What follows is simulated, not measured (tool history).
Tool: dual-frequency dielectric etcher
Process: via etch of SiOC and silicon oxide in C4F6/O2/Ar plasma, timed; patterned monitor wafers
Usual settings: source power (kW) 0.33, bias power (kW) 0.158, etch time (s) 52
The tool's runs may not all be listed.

run	hour	source power (kW)	bias power (kW)	etch time (s)	read-back reference wafer on the same gauge, depth_nm	mean etch depth across the wafer (Å)
1	0	0.33	0.158	52	55.6	527
2	36.8	0.33	0.177	52	55.4	549
3	86.8	0.33	0.177	52	55.4	551
4	138.3	0.33	0.177	52	55.2	544
# hour 179: wet clean of the chamber
5	179.5	0.33	0.167	52	55.2	536
6	206.2	0.33	0.158	52	55.1	522
7	237.8	0.33	0.158	52	55.1	522
8	295.4	0.33	0.158	52	55	525
9	365.2	0.33	0.158	52	54.9	520
10	435.2	0.33	0.158	44.5	54.9	445
11	490.7	0.33	0.192	52	54.9	566
12	551.8	0.33	0.174	52	54.8	537
13	591.3	0.33	0.132	46.5	54.8	432
# hour 626.2: wet clean of the chamber
14	635.8	0.33	0.158	52	54.7	521
15	673.2	0.4	0.135	52	54.7	521
# hour 685.1: bias power generator calibrated
16	730.9	0.33	0.158	52	54.7	519
17	795.4	0.29	0.169	58.5	54.6	577
18	856.3	0.33	0.158	52	54.6	522
19	889.6	0.39	0.193	47.5	54.6	540
# hour 927.5: source power generator calibrated
# hour 998: upper electrode replaced
20	998.5	0.33	0.158	52	54.6	520
21	1029.4	0.33	0.158	61	54.6	606
# hour 1037.9: gauge calibrated
# hour 1105.5: wet clean of the chamber
22	1106	0.33	0.158	52	56.1	534
23	1146.4	0.28	0.131	66.5	56	600
24	1343.8	0.33	0.158	65.5	55.4	662
25	1368.6	0.27	0.14	52	55.3	467
26	1393.7	0.36	0.142	67.5	55.2	666
27	1444.2	0.41	0.141	52	55.1	533
28	1483.4	0.36	0.19	38	55	420
29	1508.3	0.33	0.158	52	54.9	519

5 ways to go on from here, each from the tool as it stands after run 29. What would each give?
A	1508.7	0.33	0.158	52	?	?
B	1508.7	0.33	0.197	52	?	?
C	1508.7	0.3	0.125	63.5	?	?
D	1508.7	0.25	0.183	52	?	?
E	1508.7	0.35	0.178	52	?	?

run	read-back reference wafer on the same gauge, depth_nm	mean etch depth across the wafer (Å)
A	55	519
B	55	567
C	55	559
D	55	507
E	55	554
Without the tool's hidden state the same runs would have given:
run	mean etch depth across the wafer (Å)
A	531
B	581
C	573
D	519
E	568
